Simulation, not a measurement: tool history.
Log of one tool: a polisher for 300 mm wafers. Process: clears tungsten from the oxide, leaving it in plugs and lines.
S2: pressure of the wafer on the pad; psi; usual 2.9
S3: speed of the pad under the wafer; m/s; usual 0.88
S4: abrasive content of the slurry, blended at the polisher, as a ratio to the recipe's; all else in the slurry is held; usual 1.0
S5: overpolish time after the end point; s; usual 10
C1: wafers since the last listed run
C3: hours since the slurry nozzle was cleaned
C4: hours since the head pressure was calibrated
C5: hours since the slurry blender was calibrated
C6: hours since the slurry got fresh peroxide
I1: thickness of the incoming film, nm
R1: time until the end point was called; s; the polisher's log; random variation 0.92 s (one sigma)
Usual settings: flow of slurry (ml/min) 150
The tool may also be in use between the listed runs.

run 1 hour=0.0 | flow_of_slurry_(ml/min)=150 S2=2.9 S3=0.88 S4=1.0 S5=10 | C1=0 wafers_polished_on_this_pad=540 C3=319.8 C4=1320.7 C5=25.7 C6=32.1 | I1=267.0 | R1=71.9
-- hour=5.2 worn pad replaced by a new one
run 2 hour=15.3 | flow_of_slurry_(ml/min)=150 S2=2.9 S3=0.88 S4=1.0 S5=10 | C1=106 wafers_polished_on_this_pad=95 C3=335.1 C4=1336.0 C5=41.0 C6=47.4 | I1=272.6 | R1=72.0
run 3 hour=31.5 | flow_of_slurry_(ml/min)=150 S2=2.9 S3=0.88 S4=1.0 S5=10 | C1=153 wafers_polished_on_this_pad=248 C3=351.3 C4=1352.2 C5=57.2 C6=63.6 | I1=269.3 | R1=70.0
-- hour=33.7 slurry tank refilled with fresh slurry and peroxide
run 4 hour=45.1 | flow_of_slurry_(ml/min)=150 S2=2.9 S3=0.88 S4=1.0 S5=10 | C1=119 wafers_polished_on_this_pad=367 C3=364.9 C4=1365.8 C5=70.8 C6=11.4 | I1=272.2 | R1=72.7
run 5 hour=57.4 | flow_of_slurry_(ml/min)=150 S2=2.9 S3=0.88 S4=1.0 S5=10 | C1=116 wafers_polished_on_this_pad=483 C3=377.2 C4=1378.1 C5=83.1 C6=23.7 | I1=269.7 | R1=72.4
run 6 hour=71.7 | flow_of_slurry_(ml/min)=150 S2=2.9 S3=0.88 S4=1.0 S5=10 | C1=135 wafers_polished_on_this_pad=618 C3=391.5 C4=1392.4 C5=97.4 C6=38.0 | I1=268.5 | R1=74.0
-- hour=74.6 head pressure recalibrated
-- hour=75.8 worn pad replaced by a new one, of another model than before
run 7 hour=83.8 | flow_of_slurry_(ml/min)=150 S2=2.9 S3=0.88 S4=1.0 S5=10 | C1=84 wafers_polished_on_this_pad=75 C3=403.6 C4=9.2 C5=109.5 C6=50.1 | I1=270.4 | R1=72.3
run 8 hour=91.7 | flow_of_slurry_(ml/min)=150 S2=2.9 S3=0.88 S4=1.0 S5=10 | C1=74 wafers_polished_on_this_pad=150 C3=411.5 C4=17.1 C5=117.4 C6=58.0 | I1=272.1 | R1=73.9
run 9 hour=97.9 | flow_of_slurry_(ml/min)=150 S2=2.9 S3=0.88 S4=1.0 S5=10 | C1=58 wafers_polished_on_this_pad=208 C3=417.7 C4=23.3 C5=123.6 C6=64.2 | I1=267.4 | R1=72.2
-- hour=103.2 slurry tank refilled with fresh slurry and peroxide
run 10 hour=113.0 | flow_of_slurry_(ml/min)=150 S2=2.9 S3=0.88 S4=1.0 S5=13 | C1=133 wafers_polished_on_this_pad=341 C3=432.8 C4=38.4 C5=138.7 C6=9.8 | I1=269.8 | R1=74.7
run 11 hour=119.3 | flow_of_slurry_(ml/min)=200 S2=2.9 S3=0.70 S4=1.0 S5=10 | C1=59 wafers_polished_on_this_pad=401 C3=439.1 C4=44.7 C5=145.0 C6=16.1 | I1=272.5 | R1=80.2
-- hour=138.2 worn pad replaced by a new one
run 12 hour=138.7 | flow_of_slurry_(ml/min)=150 S2=2.9 S3=0.88 S4=1.0 S5=10 | C1=145 wafers_polished_on_this_pad=4 C3=458.5 C4=64.1 C5=164.4 C6=35.5 | I1=266.5 | R1=73.6
run 13 hour=145.4 | flow_of_slurry_(ml/min)=130 S2=2.6 S3=0.88 S4=1.0 S5=13 | C1=63 wafers_polished_on_this_pad=67 C3=465.2 C4=70.8 C5=171.1 C6=42.2 | I1=269.0 | R1=80.5
run 14 hour=160.3 | flow_of_slurry_(ml/min)=175 S2=2.9 S3=0.88 S4=0.8 S5=10 | C1=140 wafers_polished_on_this_pad=208 C3=480.1 C4=85.7 C5=186.0 C6=57.1 | I1=269.8 | R1=74.6
-- hour=168.6 slurry blender recalibrated
run 15 hour=173.4 | flow_of_slurry_(ml/min)=150 S2=2.6 S3=0.88 S4=0.7 S5=10 | C1=104 wafers_polished_on_this_pad=313 C3=493.2 C4=98.8 C5=4.8 C6=70.2 | I1=269.3 | R1=78.4
-- hour=186.4 slurry tank refilled with fresh slurry and peroxide
run 16 hour=190.9 | flow_of_slurry_(ml/min)=125 S2=2.9 S3=0.64 S4=1.0 S5=10 | C1=155 wafers_polished_on_this_pad=469 C3=510.7 C4=116.3 C5=22.3 C6=4.5 | I1=271.6 | R1=87.7
run 17 hour=207.7 | flow_of_slurry_(ml/min)=150 S2=2.9 S3=0.88 S4=1.0 S5=13 | C1=158 wafers_polished_on_this_pad=628 C3=527.5 C4=133.1 C5=39.1 C6=21.3 | I1=272.6 | R1=72.2
-- hour=210.7 slurry nozzle cleaned
-- hour=216.2 worn pad replaced by a new one
run 18 hour=216.7 | flow_of_slurry_(ml/min)=190 S2=3.2 S3=0.88 S4=1.0 S5=10 | C1=37 wafers_polished_on_this_pad=4 C3=6.0 C4=142.1 C5=48.1 C6=30.3 | I1=266.6 | R1=63.7

Forecast run 19:
run 19 hour=227.6 | flow_of_slurry_(ml/min)=150 S2=2.9 S3=1.12 S4=1.0 S5=8 | C1=102 wafers_polished_on_this_pad=107 C3=16.9 C4=153.0 C5=59.0 C6=41.2 | I1=269.1 | R1=?

R1: 60.4 s
Without the tool's hidden state the same run would have given R1 60.1 s.
